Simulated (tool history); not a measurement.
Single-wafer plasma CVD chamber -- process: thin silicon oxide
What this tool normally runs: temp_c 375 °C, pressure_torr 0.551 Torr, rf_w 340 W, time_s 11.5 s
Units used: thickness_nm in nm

run,hour,temp_c,pressure_torr,rf_w,time_s,wafers since the last listed run,hours since the last thermocouple change,hours since the last RF generator calibration,hours since the last manometer calibration,hours since the showerhead was replaced,hours since the gauge calibration,"read-back reference wafer on the same gauge, thickness_nm",thickness_nm
1,0,375,0.497,285,11.5,0,1715.4,460.3,1841.6,4048.6,1101.6,12.707,13.263
2,142.9,375,0.497,285,11.5,2958,1858.3,603.2,1984.5,4191.5,1244.5,12.725,13.258
3,177.1,375,0.551,340,11.5,708,1892.5,637.4,2018.7,4225.7,1278.7,12.708,15.703
4,219.2,375,0.551,340,11.5,871,1934.6,679.5,2060.8,4267.8,1320.8,12.723,15.812
5,259,375,0.551,340,13.1,823,1974.4,719.3,2100.6,4307.6,1360.6,12.706,17.976
6,307.7,375,0.551,340,12.1,1008,2023.1,768,2149.3,4356.3,1409.3,12.699,16.665
7,332.9,375,0.551,340,12.1,521,2048.3,793.2,2174.5,4381.5,1434.5,12.701,16.457
8,369.9,375,0.551,340,12.1,765,2085.3,830.2,2211.5,4418.5,1471.5,12.71,16.617
9,434.6,375,0.551,340,11.5,1339,2150,894.9,2276.2,4483.2,1536.2,12.691,15.786
10,495.8,375,0.551,340,11.5,1266,2211.2,956.1,2337.4,4544.4,1597.4,12.7,15.832
11,559,375,0.551,340,11.5,1308,2274.4,1019.3,2400.6,4607.6,1660.6,12.689,15.815
12,605.7,375,0.551,340,11.5,966,2321.1,1066,2447.3,4654.3,1707.3,12.7,15.916
13,629.7,375,0.551,340,11.5,496,2345.1,1090,2471.3,4678.3,1731.3,12.69,15.844
# hour 659.4: capacitance manometer re-zeroed and calibrated
14,678.8,375,0.551,340,11.5,850,2394.2,1139.1,19.4,4727.4,1780.4,12.696,14.765
# hour 702.9: gauge calibrated
15,742.8,375,0.551,405,11.5,1324,2458.2,1203.1,83.4,4791.4,39.9,12.698,15.652
16,843.5,375,0.551,340,11.5,2084,2558.9,1303.8,184.1,4892.1,140.6,12.703,14.868
17,881.5,375,0.551,320,11.5,786,2596.9,1341.8,222.1,4930.1,178.6,12.699,14.643
# hour 921.1: thermocouple changed; heater temperature recalibrated
18,921.6,375,0.603,275,9.8,664,0.5,1381.9,262.2,4970.2,218.7,12.722,12.87
19,942.2,364,0.551,340,11.5,426,21.1,1402.5,282.8,4990.8,239.3,12.682,15.076
# hour 1002.4: showerhead replaced
# hour 1016.5: RF generator calibrated
20,1017,375,0.613,340,11.5,1217,95.9,0.5,357.6,14.6,314.1,12.699,16.628
21,1061.8,366,0.638,340,10.2,927,140.7,45.3,402.4,59.4,358.9,12.73,15.451
22,1098.1,375,0.551,340,11.5,751,177,81.6,438.7,95.7,395.2,12.691,14.998
23,1153.4,365,0.551,340,11.5,1144,232.3,136.9,494,151,450.5,12.672,15.097
24,1201.3,368,0.497,340,11.5,991,280.2,184.8,541.9,198.9,498.4,12.72,13.66
25,1263.5,362,0.514,395,11.5,1287,342.4,247,604.1,261.1,560.6,12.709,14.811
26,1366.8,375,0.551,320,11.5,2138,445.7,350.3,707.4,364.4,663.9,12.689,14.788
27,1426.1,375,0.551,340,13.6,1227,505,409.6,766.7,423.7,723.2,12.707,17.831
28,1459.1,375,0.551,340,11.5,683,538,442.6,799.7,456.7,756.2,12.729,15.056
29,1517.5,369,0.483,340,11.5,1208,596.4,501,858.1,515.1,814.6,12.685,13.385

Predict each of these 4 candidate next runs independently; none follows another, all start after run 29:
A,1517.9,375,0.609,340,11.5,8,596.8,501.4,858.5,515.5,815,?,?
B,1517.9,365,0.551,290,13.6,8,596.8,501.4,858.5,515.5,815,?,?
C,1517.9,388,0.551,340,11.5,8,596.8,501.4,858.5,515.5,815,?,?
D,1517.9,384,0.684,290,11.5,8,596.8,501.4,858.5,515.5,815,?,?

run,"read-back reference wafer on the same gauge, thickness_nm",thickness_nm
A,12.702,16.758
B,12.702,17.12
C,12.702,15.046
D,12.702,17.64
Stripped of hidden state, with their random variation kept, the same runs would have yielded:
run,thickness_nm
A,16.335
B,16.673
C,14.653
D,17.2
